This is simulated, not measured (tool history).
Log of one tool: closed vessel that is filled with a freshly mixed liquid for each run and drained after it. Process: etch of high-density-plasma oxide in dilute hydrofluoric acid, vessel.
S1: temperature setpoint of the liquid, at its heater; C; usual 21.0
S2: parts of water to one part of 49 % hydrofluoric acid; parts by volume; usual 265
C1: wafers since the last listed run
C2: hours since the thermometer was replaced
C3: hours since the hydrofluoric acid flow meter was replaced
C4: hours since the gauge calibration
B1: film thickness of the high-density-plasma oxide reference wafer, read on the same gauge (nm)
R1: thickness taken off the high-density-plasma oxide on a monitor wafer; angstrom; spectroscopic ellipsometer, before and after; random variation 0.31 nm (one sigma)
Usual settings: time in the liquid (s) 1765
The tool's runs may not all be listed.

run 1 day=0.000 | S1=21.0 S2=320 time_in_the_liquid_(s)=1765 | C1=0 C2=11.3 C3=1646.4 C4=2071.4 | B1=70.01 | R1=389.5
-- day=1.312 hydrofluoric acid flow meter replaced
run 2 day=2.133 | S1=21.0 S2=265 time_in_the_liquid_(s)=1765 | C1=1778 C2=62.5 C3=19.7 C4=2122.6 | B1=69.99 | R1=499.9
run 3 day=4.821 | S1=21.0 S2=265 time_in_the_liquid_(s)=1765 | C1=2284 C2=127.0 C3=84.2 C4=2187.1 | B1=70.03 | R1=502.9
run 4 day=7.888 | S1=21.0 S2=265 time_in_the_liquid_(s)=1765 | C1=2607 C2=200.6 C3=157.8 C4=2260.7 | B1=70.01 | R1=493.1
-- day=8.992 gauge calibrated
run 5 day=11.892 | S1=21.0 S2=265 time_in_the_liquid_(s)=1765 | C1=3404 C2=296.7 C3=253.9 C4=69.6 | B1=69.98 | R1=497.8
run 6 day=14.312 | S1=21.0 S2=265 time_in_the_liquid_(s)=1765 | C1=2058 C2=354.8 C3=312.0 C4=127.7 | B1=70.00 | R1=490.8
run 7 day=16.754 | S1=25.5 S2=210 time_in_the_liquid_(s)=1765 | C1=2075 C2=413.4 C3=370.6 C4=186.3 | B1=70.00 | R1=774.0
run 8 day=20.967 | S1=21.0 S2=265 time_in_the_liquid_(s)=895 | C1=3581 C2=514.5 C3=471.7 C4=287.4 | B1=70.02 | R1=251.7
run 9 day=24.375 | S1=21.0 S2=265 time_in_the_liquid_(s)=1765 | C1=2897 C2=596.3 C3=553.5 C4=369.2 | B1=70.03 | R1=495.8
run 10 day=26.346 | S1=21.0 S2=265 time_in_the_liquid_(s)=840 | C1=1675 C2=643.6 C3=600.8 C4=416.5 | B1=70.00 | R1=238.0
run 11 day=28.300 | S1=21.0 S2=265 time_in_the_liquid_(s)=1765 | C1=1661 C2=690.5 C3=647.7 C4=463.4 | B1=70.01 | R1=489.4
run 12 day=29.942 | S1=18.0 S2=265 time_in_the_liquid_(s)=2280 | C1=1395 C2=729.9 C3=687.1 C4=502.8 | B1=70.04 | R1=568.4
run 13 day=34.200 | S1=23.0 S2=160 time_in_the_liquid_(s)=895 | C1=3620 C2=832.1 C3=789.3 C4=605.0 | B1=69.99 | R1=496.7
run 14 day=36.104 | S1=21.0 S2=215 time_in_the_liquid_(s)=1765 | C1=1618 C2=877.8 C3=835.0 C4=650.7 | B1=70.01 | R1=640.5
run 15 day=37.717 | S1=21.0 S2=265 time_in_the_liquid_(s)=2595 | C1=1370 C2=916.5 C3=873.7 C4=689.4 | B1=69.99 | R1=730.7
run 16 day=39.217 | S1=25.0 S2=390 time_in_the_liquid_(s)=2440 | C1=1275 C2=952.5 C3=909.7 C4=725.4 | B1=70.01 | R1=466.7
run 17 day=41.471 | S1=18.5 S2=305 time_in_the_liquid_(s)=850 | C1=1916 C2=1006.6 C3=963.8 C4=779.5 | B1=69.97 | R1=178.5
run 18 day=43.912 | S1=17.0 S2=310 time_in_the_liquid_(s)=2190 | C1=2075 C2=1065.2 C3=1022.4 C4=838.1 | B1=69.96 | R1=427.7
run 19 day=45.733 | S1=21.0 S2=265 time_in_the_liquid_(s)=1765 | C1=1548 C2=1108.9 C3=1066.1 C4=881.8 | B1=69.96 | R1=493.8
run 20 day=49.771 | S1=17.0 S2=350 time_in_the_liquid_(s)=2470 | C1=3432 C2=1205.8 C3=1163.0 C4=978.7 | B1=70.00 | R1=417.2
run 21 day=52.371 | S1=21.0 S2=265 time_in_the_liquid_(s)=1765 | C1=2210 C2=1268.2 C3=1225.4 C4=1041.1 | B1=69.98 | R1=492.0
run 22 day=56.179 | S1=25.5 S2=225 time_in_the_liquid_(s)=2750 | C1=3237 C2=1359.6 C3=1316.8 C4=1132.5 | B1=69.99 | R1=1110.1
run 23 day=58.121 | S1=23.0 S2=265 time_in_the_liquid_(s)=1765 | C1=1650 C2=1406.2 C3=1363.4 C4=1179.1 | B1=70.00 | R1=526.8
run 24 day=61.850 | S1=23.5 S2=265 time_in_the_liquid_(s)=1765 | C1=3170 C2=1495.7 C3=1452.9 C4=1268.6 | B1=70.01 | R1=536.7
run 25 day=64.004 | S1=21.0 S2=265 time_in_the_liquid_(s)=1765 | C1=1831 C2=1547.4 C3=1504.6 C4=1320.3 | B1=70.01 | R1=489.1
run 26 day=66.179 | S1=25.0 S2=370 time_in_the_liquid_(s)=2800 | C1=1849 C2=1599.6 C3=1556.8 C4=1372.5 | B1=70.00 | R1=573.6
-- day=67.417 hydrofluoric acid flow meter replaced
run 27 day=74.538 | S1=21.0 S2=220 time_in_the_liquid_(s)=2285 | C1=7070 C2=1800.2 C3=170.9 C4=1573.1 | B1=70.00 | R1=795.0
run 28 day=78.167 | S1=18.5 S2=225 time_in_the_liquid_(s)=2530 | C1=3085 C2=1887.3 C3=258.0 C4=1660.2 | B1=70.00 | R1=767.6
run 29 day=80.117 | S1=22.5 S2=265 time_in_the_liquid_(s)=1765 | C1=1657 C2=1934.1 C3=304.8 C4=1707.0 | B1=70.02 | R1=513.7
run 30 day=82.179 | S1=21.0 S2=265 time_in_the_liquid_(s)=1365 | C1=1753 C2=1983.6 C3=354.3 C4=1756.5 | B1=69.97 | R1=376.0

Forecast each of these 5 alternatives for the next run:
run A day=82.225 | S1=21.0 S2=265 time_in_the_liquid_(s)=2625 | C1=38 C2=1984.7 C3=355.4 C4=1757.6 | B1=? | R1=?
run B day=82.225 | S1=18.0 S2=185 time_in_the_liquid_(s)=1765 | C1=38 C2=1984.7 C3=355.4 C4=1757.6 | B1=? | R1=?
run C day=82.225 | S1=24.0 S2=310 time_in_the_liquid_(s)=2245 | C1=38 C2=1984.7 C3=355.4 C4=1757.6 | B1=? | R1=?
run D day=82.225 | S1=17.0 S2=265 time_in_the_liquid_(s)=1765 | C1=38 C2=1984.7 C3=355.4 C4=1757.6 | B1=? | R1=?
run E day=82.225 | S1=23.0 S2=180 time_in_the_liquid_(s)=2135 | C1=38 C2=1984.7 C3=355.4 C4=1757.6 | B1=? | R1=?

run=A B1=69.99 R1=719.2
run=B B1=69.99 R1=664.3
run=C B1=69.99 R1=561.7
run=D B1=69.99 R1=415.3
run=E B1=69.99 R1=1009.6
Without the tool's hidden state the same runs would have given:
run=A R1=743.8
run=B R1=688.9
run=C R1=579.8
run=D R1=430.2
run=E R1=1045.2
